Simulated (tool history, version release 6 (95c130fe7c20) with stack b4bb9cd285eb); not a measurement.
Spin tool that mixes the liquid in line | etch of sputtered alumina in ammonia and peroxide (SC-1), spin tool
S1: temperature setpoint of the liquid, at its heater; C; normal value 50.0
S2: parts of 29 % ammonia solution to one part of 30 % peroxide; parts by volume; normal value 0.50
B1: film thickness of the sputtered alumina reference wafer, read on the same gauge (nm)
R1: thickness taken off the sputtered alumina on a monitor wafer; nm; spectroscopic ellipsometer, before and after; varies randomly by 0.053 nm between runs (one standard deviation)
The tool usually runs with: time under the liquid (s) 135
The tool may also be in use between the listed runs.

run 1 hour=0.0 | S1=50.0 S2=0.50 time_under_the_liquid_(s)=135 | B1=30.01 | R1=5.30
run 2 hour=16.4 | S1=50.0 S2=0.50 time_under_the_liquid_(s)=135 | B1=29.95 | R1=5.37
run 3 hour=33.8 | S1=40.5 S2=0.70 time_under_the_liquid_(s)=115 | B1=30.07 | R1=2.64
run 4 hour=50.7 | S1=53.5 S2=0.50 time_under_the_liquid_(s)=195 | B1=29.99 | R1=10.91
run 5 hour=57.8 | S1=50.0 S2=0.60 time_under_the_liquid_(s)=95 | B1=29.99 | R1=4.56
run 6 hour=64.6 | S1=50.0 S2=0.60 time_under_the_liquid_(s)=95 | B1=30.01 | R1=4.52
run 7 hour=70.9 | S1=56.5 S2=0.50 time_under_the_liquid_(s)=185 | B1=29.97 | R1=12.37
run 8 hour=79.9 | S1=53.0 S2=0.60 time_under_the_liquid_(s)=100 | B1=29.95 | R1=5.65
run 9 hour=86.7 | S1=50.0 S2=0.50 time_under_the_liquid_(s)=135 | B1=29.96 | R1=6.34
run 10 hour=96.7 | S1=50.0 S2=0.50 time_under_the_liquid_(s)=165 | B1=30.02 | R1=7.75
run 11 hour=108.5 | S1=50.0 S2=0.50 time_under_the_liquid_(s)=135 | B1=30.00 | R1=6.30
run 12 hour=121.5 | S1=50.0 S2=0.50 time_under_the_liquid_(s)=135 | B1=29.99 | R1=6.27
run 13 hour=132.6 | S1=50.0 S2=0.50 time_under_the_liquid_(s)=135 | B1=30.02 | R1=6.28
run 14 hour=139.5 | S1=56.5 S2=0.50 time_under_the_liquid_(s)=135 | B1=30.06 | R1=8.80
run 15 hour=148.3 | S1=50.0 S2=0.70 time_under_the_liquid_(s)=165 | B1=30.02 | R1=8.01
run 16 hour=163.7 | S1=43.0 S2=0.50 time_under_the_liquid_(s)=135 | B1=29.99 | R1=4.22
run 17 hour=179.7 | S1=59.0 S2=0.35 time_under_the_liquid_(s)=170 | B1=30.02 | R1=12.00
run 18 hour=188.6 | S1=50.0 S2=0.50 time_under_the_liquid_(s)=135 | B1=30.01 | R1=6.20
run 19 hour=199.4 | S1=50.0 S2=0.50 time_under_the_liquid_(s)=135 | B1=29.96 | R1=6.23
run 20 hour=209.7 | S1=45.0 S2=0.50 time_under_the_liquid_(s)=135 | B1=30.01 | R1=4.73
run 21 hour=237.5 | S1=43.5 S2=0.60 time_under_the_liquid_(s)=185 | B1=29.97 | R1=5.88
run 22 hour=245.9 | S1=50.0 S2=0.50 time_under_the_liquid_(s)=135 | B1=29.95 | R1=6.22
run 23 hour=252.8 | S1=59.5 S2=0.50 time_under_the_liquid_(s)=135 | B1=29.99 | R1=10.25
run 24 hour=262.3 | S1=50.0 S2=0.35 time_under_the_liquid_(s)=175 | B1=30.02 | R1=7.68

Withheld: 4 entries from between the runs. Position of each, and hidden state at the listed run before versus the listed run after:
From run 3 to run 4: heated supply line repaired (hour 36.3); gauge calibrated (hour 36.6)
  temperature lost on the way to the wafer (K): 3.41 -> 0.181
  measured less the result without the state, R1: -0.60 -> -0.10 nm
From run 9 to run 10: ammonia flow meter replaced (hour 93.7)
  temperature lost on the way to the wafer (K): 0.252 -> 0.272
  measured less the result without the state, R1: -0.09 -> -0.11 nm
From run 11 to run 12: new drum of ammonia solution connected (hour 120.2)
  temperature lost on the way to the wafer (K): 0.295 -> 0.321
  measured less the result without the state, R1: -0.10 -> -0.11 nm
